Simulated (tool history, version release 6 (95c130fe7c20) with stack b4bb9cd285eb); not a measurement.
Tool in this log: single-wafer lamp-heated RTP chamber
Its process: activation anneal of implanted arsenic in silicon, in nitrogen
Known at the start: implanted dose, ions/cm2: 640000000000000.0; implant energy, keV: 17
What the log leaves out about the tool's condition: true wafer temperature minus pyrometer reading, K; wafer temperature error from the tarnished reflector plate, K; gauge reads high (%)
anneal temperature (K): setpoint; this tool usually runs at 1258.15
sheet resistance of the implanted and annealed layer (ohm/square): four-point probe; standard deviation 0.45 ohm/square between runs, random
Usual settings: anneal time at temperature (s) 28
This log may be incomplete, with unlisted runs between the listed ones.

run	day	anneal temperature (K)	anneal time at temperature (s)	wafers since the last listed run	wafers since the last pyrometer calibration	wafers since the reflector plate was cleaned	hours since the gauge calibration	read-back reference wafer on the same gauge, sheet resistance	sheet resistance of the implanted and annealed layer (ohm/square)
1	0.000	1258.15	28	0	2177	2457	372.6	175.12	177.13
2	1.050	1258.15	28	236	2413	2693	397.8	174.83	176.04
3	2.471	1258.15	28	319	2733	3013	431.9	175.05	176.44
4	3.146	1258.15	28	151	2885	3165	448.1	175.22	176.83
5	3.929	1258.15	22	176	3061	3341	466.9	175.15	178.46
6	6.050	1258.15	28	477	3539	3819	517.8	174.75	176.87
7	7.375	1258.15	28	298	3837	4117	549.6	175.08	176.72
8	8.267	1258.15	28	200	4038	4318	571.0	174.99	176.01
9	9.579	1266.15	17	295	4333	4613	602.5	175.25	178.97
10	10.683	1266.15	17	248	4582	4862	629.0	175.09	178.23
11	11.500	1266.15	17	183	4766	5046	648.6	174.97	178.33
12	12.071	1258.15	28	128	4894	5174	662.3	175.11	176.97
13	12.792	1258.15	28	162	5057	5337	679.6	175.14	175.60
14	13.475	1258.15	28	153	5211	5490	696.0	175.08	176.37
15	14.438	1258.15	28	216	5427	5707	719.1	175.03	176.46
16	15.800	1266.15	28	306	5734	6014	751.8	174.89	175.34
17	16.342	1272.15	28	121	5856	6136	764.8	175.01	172.75
18	16.925	1258.15	28	131	5987	6267	778.8	175.05	176.04
19	17.554	1276.15	28	141	6129	6409	793.9	175.01	172.34
20	18.100	1231.15	18	122	6252	6532	807.0	175.22	185.60
21	18.804	1231.15	18	158	6410	6690	823.9	174.97	184.55
22	19.971	1258.15	23	262	6673	6953	851.9	174.95	178.23
23	20.496	1258.15	28	118	6791	7071	864.5	174.82	176.73
24	21.104	1258.15	28	136	6928	7208	879.1	175.10	177.54
25	25.129	1258.15	28	906	7834	8114	975.7	174.94	176.82
26	26.100	1248.15	15	218	8053	8333	999.0	175.04	184.34
# day 26.929: reflector plate cleaned
# day 27.871: gauge calibrated
# day 29.325: pyrometer window cleaned and pyrometer calibrated
27	29.346	1258.15	28	580	5	469	35.4	175.00	176.69
28	30.325	1266.15	28	220	225	689	58.9	175.07	175.51
29	31.788	1274.15	28	329	554	1019	94.0	174.99	173.08
30	32.592	1258.15	33	181	735	1200	113.3	175.23	176.00
31	33.700	1258.15	19	249	985	1449	139.9	174.98	180.38
32	34.304	1231.15	34	136	1121	1585	154.4	174.88	181.73
33	35.438	1272.15	20	255	1376	1840	181.6	175.12	176.73
34	36.525	1258.15	40	244	1621	2085	207.7	175.03	173.21
35	37.388	1278.15	40	194	1815	2279	228.4	175.19	168.78
36	40.550	1258.15	28	711	2527	2991	304.3	175.01	177.12

5 ways to go on from here, each from the tool as it stands after run 36. What would each give?
A	40.567	1258.15	28	3	2531	2995	304.7	?	?
B	40.567	1285.15	16	3	2531	2995	304.7	?	?
C	40.567	1237.15	12	3	2531	2995	304.7	?	?
D	40.567	1274.15	13	3	2531	2995	304.7	?	?
E	40.567	1284.15	22	3	2531	2995	304.7	?	?

run	read-back reference wafer on the same gauge, sheet resistance	sheet resistance of the implanted and annealed layer (ohm/square)
A	175.08	176.37
B	175.08	175.46
C	175.08	186.33
D	175.08	179.42
E	175.08	172.74
The same runs, with their run-to-run variation unchanged, on a tool lacking any hidden condition would have given:
run	sheet resistance of the implanted and annealed layer (ohm/square)
A	177.86
B	176.86
C	187.53
D	180.69
E	174.24
